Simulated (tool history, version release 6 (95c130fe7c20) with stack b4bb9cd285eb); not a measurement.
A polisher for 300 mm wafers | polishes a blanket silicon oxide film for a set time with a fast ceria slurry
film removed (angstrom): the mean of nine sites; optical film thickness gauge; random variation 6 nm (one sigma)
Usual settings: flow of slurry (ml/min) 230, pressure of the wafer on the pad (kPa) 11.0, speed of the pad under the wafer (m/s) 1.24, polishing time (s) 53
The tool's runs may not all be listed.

run   hour  flow of slurry (ml/min)  pressure of the wafer on the pad (kPa)  speed of the pad under the wafer (m/s)  polishing time (s)  incoming thickness of the incoming film, nm  film removed (angstrom)
  1    0.0                      230                                    11.0                                    1.50                  53                                       3036.1                     6222
  2   26.5                      230                                    11.0                                    1.50                  53                                       3006.0                     6064
  3   47.4                      230                                    11.0                                    1.24                  53                                       2993.5                     5143
  4   68.5                      230                                    11.0                                    1.24                  53                                       3067.1                     5188
  5   88.4                      230                                    11.0                                    1.24                  53                                       3057.5                     5084
  6  116.0                      230                                    11.0                                    1.24                  53                                       3043.8                     5222
  7  137.1                      230                                    11.0                                    1.24                  53                                       3100.1                     5080
  8  158.0                      230                                     9.0                                    1.24                  53                                       3116.1                     4519
     167.8  -- worn pad replaced by a new one
  9  180.0                      230                                     8.3                                    1.24                  53                                       3058.8                     4325
 10  209.3                      230                                     8.3                                    1.24                  53                                       2996.7                     4349
 11  243.3                      230                                     8.3                                    1.24                  53                                       3042.6                     4351
     247.6  -- head pressure recalibrated
     247.8  -- slurry nozzle cleaned
 12  261.2                      230                                    11.0                                    1.24                  53                                       3054.9                     4813
 13  287.6                      230                                    11.0                                    1.24                  53                                       3016.0                     4737
 14  302.6                      230                                    11.0                                    1.24                  53                                       3014.2                     4900
 15  394.6                      230                                    11.0                                    1.24                  53                                       3055.0                     4826
     412.2  -- worn pad replaced by a new one
 16  418.0                      230                                    11.0                                    1.24                  53                                       3095.8                     4788
 17  431.7                      200                                    11.0                                    1.24                  69                                       3045.1                     6169
 18  463.1                      300                                    13.8                                    1.06                  47                                       3026.5                     4400
 19  482.7                      230                                    11.0                                    1.24                  53                                       3038.2                     4882
 20  495.9                      175                                    11.0                                    1.50                  53                                       3070.6                     5887
 21  514.7                      230                                    11.0                                    1.24                  53                                       3046.9                     4875
 22  538.4                      295                                     9.0                                    1.00                  45                                       3080.0                     3055
 23  554.6                      200                                    11.0                                    0.94                  53                                       3027.0                     3671
     567.3  -- slurry nozzle cleaned
 24  600.6                      230                                    11.0                                    1.24                  53                                       3095.6                     4943
     615.6  -- worn pad replaced by a new one
 25  616.6                      230                                     9.0                                    0.82                  37                                       3024.5                     2053
 26  640.3                      230                                    12.4                                    1.62                  53                                       3061.7                     6855
 27  661.0                      230                                     7.6                                    1.24                  36                                       3073.9                     2702
 28  692.2                      165                                    15.2                                    1.24                  53                                       3026.4                     5865
 29  713.7                      230                                    11.0                                    1.24                  53                                       3061.7                     5060
 30  749.2                      230                                    11.0                                    1.24                  53                                       3048.6                     5020
 31  776.2                      285                                    11.0                                    0.90                  53                                       3054.3                     3705
 32  791.9                      230                                    11.0                                    1.24                  53                                       3047.2                     4905
 33  805.3                      230                                    11.0                                    1.24                  53                                       3099.6                     5034
 34  836.6                      195                                    11.0                                    1.68                  53                                       3017.7                     6618
 35  861.8                      230                                    11.0                                    1.24                  53                                       3093.9                     4871
     867.3  -- worn pad replaced by a new one
 36  876.6                      255                                    11.0                                    1.42                  66                                       3007.6                     7170
 37  889.4                      230                                    11.0                                    1.24                  72                                       3011.6                     6702
 38  915.9                      255                                    11.0                                    1.24                  47                                       3003.5                     4523

The same runs without the tool's hidden state, with the same run-to-run variation:
The hidden state here: removal rate lost through wear of the pad, %; slurry flow missing at the pad, %; deviation of the head's pressure from its setpoint, %.
run  film removed (angstrom)
  1                     5791
  2                     5642
  3                     4785
  4                     4825
  5                     4728
  6                     4855
  7                     4723
  8                     4201
  9                     4019
 10                     4041
 11                     4042
 12                     4812
 13                     4716
 14                     4867
 15                     4734
 16                     4684
 17                     6025
 18                     4283
 19                     4743
 20                     5713
 21                     4722
 22                     2953
 23                     3544
 24                     4754
 25                     1972
 26                     6575
 27                     2588
 28                     5606
 29                     4831
 30                     4784
 31                     3526
 32                     4664
 33                     4784
 34                     6280
 35                     4618
 36                     6793
 37                     6346
 38                     4279
